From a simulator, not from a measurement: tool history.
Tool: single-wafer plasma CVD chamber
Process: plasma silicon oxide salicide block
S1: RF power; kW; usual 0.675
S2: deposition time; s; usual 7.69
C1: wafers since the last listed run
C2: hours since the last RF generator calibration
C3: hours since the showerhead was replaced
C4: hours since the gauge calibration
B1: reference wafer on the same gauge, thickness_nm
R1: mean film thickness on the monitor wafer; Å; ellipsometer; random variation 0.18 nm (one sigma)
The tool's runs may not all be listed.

run,hour,S1,S2,C1,C2,C3,C4,B1,R1
1,0,0.675,8.67,0,243.3,2346,1154.4,75.837,887.66
2,44.4,0.675,8.67,2402,287.7,2390.4,1198.8,75.794,886.16
3,113.2,0.675,8.67,3723,356.5,2459.2,1267.6,75.795,883.9
4,207.5,0.675,7.69,5103,450.8,2553.5,1361.9,75.696,784.99
5,261,0.675,7.69,2895,504.3,2607,1415.4,75.645,784.82
6,328.7,0.675,7.69,3663,572,2674.7,1483.1,75.708,783.42
7,544.5,0.57,7.69,11679,787.8,2890.5,1698.9,75.571,717.78
8,619.5,0.57,7.69,4059,862.8,2965.5,1773.9,75.466,718.47
9,675.4,0.57,7.69,3025,918.7,3021.4,1829.8,75.512,718.16
10,773.5,0.675,7.69,5309,1016.8,3119.5,1927.9,75.47,779.28
11,876.2,0.675,7.69,5558,1119.5,3222.2,2030.6,75.334,777.61
12,978.8,0.675,7.69,5552,1222.1,3324.8,2133.2,75.194,781.12
13,1078.3,0.675,7.69,5384,1321.6,3424.3,2232.7,75.215,775.57
14,1176.1,0.675,7.69,5292,1419.4,3522.1,2330.5,75.149,778.34
# hour 1234.6: gauge calibrated
15,1249.1,0.745,6.71,3950,1492.4,3595.1,14.5,76.048,717.71
16,1319.5,0.63,8.12,3810,1562.8,3665.5,84.9,75.948,805.07
17,1398,0.765,6.92,4248,1641.3,3744,163.4,75.964,748.45
18,1450.3,0.675,7.69,2830,1693.6,3796.3,215.7,75.985,784.23
19,1551.6,0.805,8.32,5482,1794.9,3897.6,317,75.929,921.95
20,1624.2,0.57,8.3,3929,1867.5,3970.2,389.6,75.932,778.05
21,1724.2,0.675,7.69,5412,1967.5,4070.2,489.6,75.965,786.71
22,1789.5,0.585,6.88,3534,2032.8,4135.5,554.9,75.893,656.47
# hour 1807.1: showerhead replaced
23,1884.5,0.64,7.69,4708,2127.8,77.4,649.9,75.963,764.11
24,1935.5,0.72,8.79,2760,2178.8,128.4,700.9,75.934,925.45
# hour 1976.5: RF generator calibrated
25,2015.7,0.795,7.69,3907,39.2,208.6,781.1,75.942,845.52
26,2239.9,0.72,8.79,12133,263.4,432.8,1005.3,75.835,928.13
27,2342.1,0.73,6.69,5531,365.6,535,1107.5,75.737,710.54
28,2396,0.755,8.33,2917,419.5,588.9,1161.4,75.739,897.17
29,2493.7,0.625,8.52,5287,517.2,686.6,1259.1,75.743,835.12
30,2579.1,0.675,7.69,4621,602.6,772,1344.5,75.701,784.15
31,2678.4,0.57,7.69,5374,701.9,871.3,1443.8,75.628,719.61

Forecast each of these 5 alternatives for the next run:
A,2678.8,0.675,7.69,21,702.3,871.7,1444.2,?,?
B,2678.8,0.575,7.69,21,702.3,871.7,1444.2,?,?
C,2678.8,0.56,7.1,21,702.3,871.7,1444.2,?,?
D,2678.8,0.755,8.3,21,702.3,871.7,1444.2,?,?
E,2678.8,0.675,6.41,21,702.3,871.7,1444.2,?,?

run,B1,R1
A,75.656,782.14
B,75.656,721.22
C,75.656,656.43
D,75.656,889.28
E,75.656,651.95
Without the tool's hidden state the same runs would have given:
run,R1
A,785.91
B,724.7
C,659.6
D,893.58
E,655.1
